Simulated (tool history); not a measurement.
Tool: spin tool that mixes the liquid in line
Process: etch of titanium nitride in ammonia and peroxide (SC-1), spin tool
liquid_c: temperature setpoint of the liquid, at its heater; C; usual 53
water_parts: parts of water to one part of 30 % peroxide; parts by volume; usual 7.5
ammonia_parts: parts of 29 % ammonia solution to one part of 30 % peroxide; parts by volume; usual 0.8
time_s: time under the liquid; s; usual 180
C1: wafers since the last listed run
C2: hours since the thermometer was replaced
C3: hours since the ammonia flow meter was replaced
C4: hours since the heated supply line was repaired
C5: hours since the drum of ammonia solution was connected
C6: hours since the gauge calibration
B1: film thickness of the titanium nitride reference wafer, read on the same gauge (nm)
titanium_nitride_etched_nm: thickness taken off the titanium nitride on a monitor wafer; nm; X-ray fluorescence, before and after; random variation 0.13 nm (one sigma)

{"run": 1, "hour": 0.0, "liquid_c": 53, "water_parts": 7.5, "ammonia_parts": 0.8, "time_s": 180, "C1": 0, "C2": 423.9, "C3": 750.4, "C4": 1033.9, "C5": 391.8, "C6": 763.3, "B1": 70.01, "titanium_nitride_etched_nm": 23.16}
{"run": 2, "hour": 59.1, "liquid_c": 53, "water_parts": 7.5, "ammonia_parts": 0.8, "time_s": 180, "C1": 326, "C2": 483, "C3": 809.5, "C4": 1093, "C5": 450.9, "C6": 822.4, "B1": 69.99, "titanium_nitride_etched_nm": 23.41}
{"run": 3, "hour": 124.8, "liquid_c": 53, "water_parts": 7.5, "ammonia_parts": 0.8, "time_s": 180, "C1": 363, "C2": 548.7, "C3": 875.2, "C4": 1158.7, "C5": 516.6, "C6": 888.1, "B1": 70.06, "titanium_nitride_etched_nm": 23.32}
{"hour": 147.8, "done": "gauge calibrated"}
{"hour": 154.1, "done": "new drum of ammonia solution connected"}
{"run": 4, "hour": 190.7, "liquid_c": 53, "water_parts": 8.5, "ammonia_parts": 0.8, "time_s": 180, "C1": 358, "C2": 614.6, "C3": 941.1, "C4": 1224.6, "C5": 36.6, "C6": 42.9, "B1": 69.99, "titanium_nitride_etched_nm": 22.17}
{"run": 5, "hour": 255.7, "liquid_c": 53, "water_parts": 7.5, "ammonia_parts": 0.8, "time_s": 95, "C1": 359, "C2": 679.6, "C3": 1006.1, "C4": 1289.6, "C5": 101.6, "C6": 107.9, "B1": 70, "titanium_nitride_etched_nm": 12.26}
{"run": 6, "hour": 440.0, "liquid_c": 53, "water_parts": 7.5, "ammonia_parts": 0.8, "time_s": 95, "C1": 1018, "C2": 863.9, "C3": 1190.4, "C4": 1473.9, "C5": 285.9, "C6": 292.2, "B1": 69.98, "titanium_nitride_etched_nm": 12.29}
{"run": 7, "hour": 530.1, "liquid_c": 53, "water_parts": 7.5, "ammonia_parts": 0.8, "time_s": 95, "C1": 498, "C2": 954, "C3": 1280.5, "C4": 1564, "C5": 376, "C6": 382.3, "B1": 69.97, "titanium_nitride_etched_nm": 12.31}
{"run": 8, "hour": 605.7, "liquid_c": 53, "water_parts": 7.5, "ammonia_parts": 0.8, "time_s": 180, "C1": 417, "C2": 1029.6, "C3": 1356.1, "C4": 1639.6, "C5": 451.6, "C6": 457.9, "B1": 69.99, "titanium_nitride_etched_nm": 23.19}
{"run": 9, "hour": 644.4, "liquid_c": 53, "water_parts": 7.5, "ammonia_parts": 0.8, "time_s": 180, "C1": 213, "C2": 1068.3, "C3": 1394.8, "C4": 1678.3, "C5": 490.3, "C6": 496.6, "B1": 70.07, "titanium_nitride_etched_nm": 23.32}
{"hour": 667.5, "done": "new drum of ammonia solution connected"}
{"hour": 742.5, "done": "ammonia flow meter replaced"}
{"run": 10, "hour": 748.0, "liquid_c": 50.5, "water_parts": 5, "ammonia_parts": 1.05, "time_s": 150, "C1": 561, "C2": 1171.9, "C3": 5.5, "C4": 1781.9, "C5": 80.5, "C6": 600.2, "B1": 70.01, "titanium_nitride_etched_nm": 20.41}
{"run": 11, "hour": 794.3, "liquid_c": 56.5, "water_parts": 7.5, "ammonia_parts": 1.1, "time_s": 180, "C1": 255, "C2": 1218.2, "C3": 51.8, "C4": 1828.2, "C5": 126.8, "C6": 646.5, "B1": 70, "titanium_nitride_etched_nm": 30.9}
{"run": 12, "hour": 891.3, "liquid_c": 53, "water_parts": 7.5, "ammonia_parts": 0.8, "time_s": 180, "C1": 536, "C2": 1315.2, "C3": 148.8, "C4": 1925.2, "C5": 223.8, "C6": 743.5, "B1": 69.97, "titanium_nitride_etched_nm": 23.36}
{"hour": 944.6, "done": "heated supply line repaired"}
{"hour": 952.1, "done": "gauge calibrated"}
{"hour": 970.1, "done": "thermometer replaced"}
{"run": 13, "hour": 988.4, "liquid_c": 53, "water_parts": 5, "ammonia_parts": 0.8, "time_s": 180, "C1": 525, "C2": 18.3, "C3": 245.9, "C4": 43.8, "C5": 320.9, "C6": 36.3, "B1": 69.98, "titanium_nitride_etched_nm": 28.01}
{"run": 14, "hour": 1068.2, "liquid_c": 50, "water_parts": 5, "ammonia_parts": 0.65, "time_s": 240, "C1": 441, "C2": 98.1, "C3": 325.7, "C4": 123.6, "C5": 400.7, "C6": 116.1, "B1": 70, "titanium_nitride_etched_nm": 29.7}
{"run": 15, "hour": 1140.3, "liquid_c": 56, "water_parts": 7.5, "ammonia_parts": 0.9, "time_s": 180, "C1": 398, "C2": 170.2, "C3": 397.8, "C4": 195.7, "C5": 472.8, "C6": 188.2, "B1": 70, "titanium_nitride_etched_nm": 29.19}
{"run": 16, "hour": 1208.1, "liquid_c": 53, "water_parts": 7.5, "ammonia_parts": 0.8, "time_s": 180, "C1": 374, "C2": 238, "C3": 465.6, "C4": 263.5, "C5": 540.6, "C6": 256, "B1": 70.03, "titanium_nitride_etched_nm": 23.33}
{"run": 17, "hour": 1278.1, "liquid_c": 53, "water_parts": 7.5, "ammonia_parts": 0.8, "time_s": 180, "C1": 387, "C2": 308, "C3": 535.6, "C4": 333.5, "C5": 610.6, "C6": 326, "B1": 70, "titanium_nitride_etched_nm": 23.3}
{"hour": 1324.2, "done": "new drum of ammonia solution connected"}
{"run": 18, "hour": 1362.3, "liquid_c": 53, "water_parts": 7.5, "ammonia_parts": 1.2, "time_s": 115, "C1": 459, "C2": 392.2, "C3": 619.8, "C4": 417.7, "C5": 38.1, "C6": 410.2, "B1": 69.99, "titanium_nitride_etched_nm": 15.91}
{"run": 19, "hour": 1404.4, "liquid_c": 61.5, "water_parts": 7.5, "ammonia_parts": 0.8, "time_s": 180, "C1": 232, "C2": 434.3, "C3": 661.9, "C4": 459.8, "C5": 80.2, "C6": 452.3, "B1": 70.01, "titanium_nitride_etched_nm": 41.07}

4 ways to go on from here, each from the tool as it stands after run 19. What would each give?
{"run": "A", "hour": 1404.9, "liquid_c": 53, "water_parts": 7.5, "ammonia_parts": 0.8, "time_s": 180, "C1": 2, "C2": 434.8, "C3": 662.4, "C4": 460.3, "C5": 80.7, "C6": 452.8, "B1": "?", "titanium_nitride_etched_nm": "?"}
{"run": "B", "hour": 1404.9, "liquid_c": 59.5, "water_parts": 7.5, "ammonia_parts": 0.8, "time_s": 230, "C1": 2, "C2": 434.8, "C3": 662.4, "C4": 460.3, "C5": 80.7, "C6": 452.8, "B1": "?", "titanium_nitride_etched_nm": "?"}
{"run": "C", "hour": 1404.9, "liquid_c": 53, "water_parts": 7.5, "ammonia_parts": 0.5, "time_s": 270, "C1": 2, "C2": 434.8, "C3": 662.4, "C4": 460.3, "C5": 80.7, "C6": 452.8, "B1": "?", "titanium_nitride_etched_nm": "?"}
{"run": "D", "hour": 1404.9, "liquid_c": 53, "water_parts": 11, "ammonia_parts": 0.95, "time_s": 180, "C1": 2, "C2": 434.8, "C3": 662.4, "C4": 460.3, "C5": 80.7, "C6": 452.8, "B1": "?", "titanium_nitride_etched_nm": "?"}

run=A B1=70.02 titanium_nitride_etched_nm=23.52
run=B B1=70.02 titanium_nitride_etched_nm=46.47
run=C B1=70.02 titanium_nitride_etched_nm=32.75
run=D B1=70.02 titanium_nitride_etched_nm=19.95
Without the tool's hidden state the same runs would have given:
run=A titanium_nitride_etched_nm=23.52
run=B titanium_nitride_etched_nm=46.47
run=C titanium_nitride_etched_nm=32.75
run=D titanium_nitride_etched_nm=19.95
